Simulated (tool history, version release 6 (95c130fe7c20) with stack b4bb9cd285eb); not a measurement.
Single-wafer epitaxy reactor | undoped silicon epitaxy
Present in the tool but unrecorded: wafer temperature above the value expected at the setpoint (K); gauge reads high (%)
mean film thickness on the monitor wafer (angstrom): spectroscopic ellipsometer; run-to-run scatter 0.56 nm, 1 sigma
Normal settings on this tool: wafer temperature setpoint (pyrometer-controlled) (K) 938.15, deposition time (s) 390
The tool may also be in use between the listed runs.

run,hour,wafer temperature setpoint (pyrometer-controlled) (K),deposition time (s),wafers since the last listed run,hours since the last pyrometer calibration,hours since the gauge calibration,"read-back reference wafer on the same gauge, thickness_nm",mean film thickness on the monitor wafer (angstrom)
1,0,938.15,390,0,760.1,625.4,88.243,922.07
2,23.6,938.15,337,125,783.7,649,88.034,791.58
3,41.6,938.15,337,95,801.7,667,88.146,793.67
4,59.2,938.15,337,93,819.3,684.6,88.322,792.3
5,86.7,935.15,390,145,846.8,712.1,88.234,870.71
6,111.5,935.15,390,131,871.6,736.9,88.227,874.07
7,136,935.15,390,129,896.1,761.4,88.1,863.02
8,151.3,938.15,330,81,911.4,776.7,88.054,780.16
9,186.4,938.15,330,186,946.5,811.8,88.009,785.64
10,207.6,938.15,348,112,967.7,833,88.145,820.66
11,225.7,938.15,348,95,985.8,851.1,88.178,828.52
12,248.2,938.15,348,119,1008.3,873.6,87.973,824.48
13,265.2,938.15,390,90,1025.3,890.6,88.159,919.38
14,346.7,938.15,390,432,1106.8,972.1,88.277,919.52
15,380.2,938.15,390,177,1140.3,1005.6,87.88,915.98
16,405.5,938.15,390,134,1165.6,1030.9,88.167,924.15
# hour 435.9: pyrometer calibrated
17,437.3,927.15,335,126,1.4,1062.7,88.029,661
18,461.8,934.15,390,129,25.9,1087.2,88.065,878.56
19,493.8,934.15,390,169,57.9,1119.2,88.436,881.07
20,531.9,938.15,390,201,96,1157.3,88.418,938.82
21,561.8,938.15,390,158,125.9,1187.2,87.963,934.05
22,592,938.15,390,160,156.1,1217.4,88.084,940.9
23,609.4,938.15,390,92,173.5,1234.8,88.008,935.86
24,636.9,938.15,390,145,201,1262.3,87.869,935.88
# hour 650.6: gauge calibrated
25,664.2,938.15,390,144,228.3,13.6,88.135,935.85
26,747.3,927.15,312,440,311.4,96.7,88.074,605.26
27,781.6,928.15,343,181,345.7,131,88.048,677.28
28,805.7,948.15,437,127,369.8,155.1,88.164,1257.16
29,827.6,938.15,390,116,391.7,177,88.433,922.17
30,855.8,943.15,424,149,419.9,205.2,87.924,1108.12
31,890.9,938.15,390,186,455,240.3,88.133,928.86
32,906.5,953.15,363,82,470.6,255.9,87.992,1138.86
33,929.4,926.15,390,121,493.5,278.8,88.033,735.67
34,964.1,938.15,390,183,528.2,313.5,87.953,917.3
35,994.8,944.15,349,162,558.9,344.2,88.171,930.13
36,1020.1,946.15,415,134,584.2,369.5,87.908,1139.98
37,1048.5,938.15,390,150,612.6,397.9,87.884,932.4
38,1080.9,950.15,364,171,645,430.3,88.231,1075.06
39,1113.6,951.15,465,173,677.7,463,88.045,1406.88
40,1134.5,938.15,390,110,698.6,483.9,88.029,930.41
41,1152.3,931.15,358,94,716.4,501.7,87.993,748.86
42,1165.3,923.15,316,68,729.4,514.7,87.932,566.37
43,1178,938.15,390,67,742.1,527.4,88.179,928.85
44,1190.8,938.15,390,67,754.9,540.2,87.972,923.4
45,1220.7,938.15,443,158,784.8,570.1,88.334,1063.11
46,1235.6,938.15,390,78,799.7,585,88.013,920.53

Same runs, no hidden state in the tool, same run-to-run variation:
run,mean film thickness on the monitor wafer (angstrom)
1,945.21
2,811.67
3,813.97
4,812.71
5,893.52
6,897.16
7,886.01
8,800.93
9,806.78
10,842.87
11,851.05
12,847.03
13,944.62
14,945.2
15,941.72
16,950.22
17,659.96
18,878.72
19,883.11
20,943.14
21,939.91
22,948.28
23,944.01
24,945.24
25,946.33
26,614.17
27,688.02
28,1277.28
29,937.81
30,1127.6
31,946.18
32,1159.94
33,750.4
34,935.94
35,949.39
36,1164.02
37,952.83
38,1098.65
39,1438.38
40,952.03
41,766.68
42,580.16
43,950.98
44,945.54
45,1088.97
46,943.08
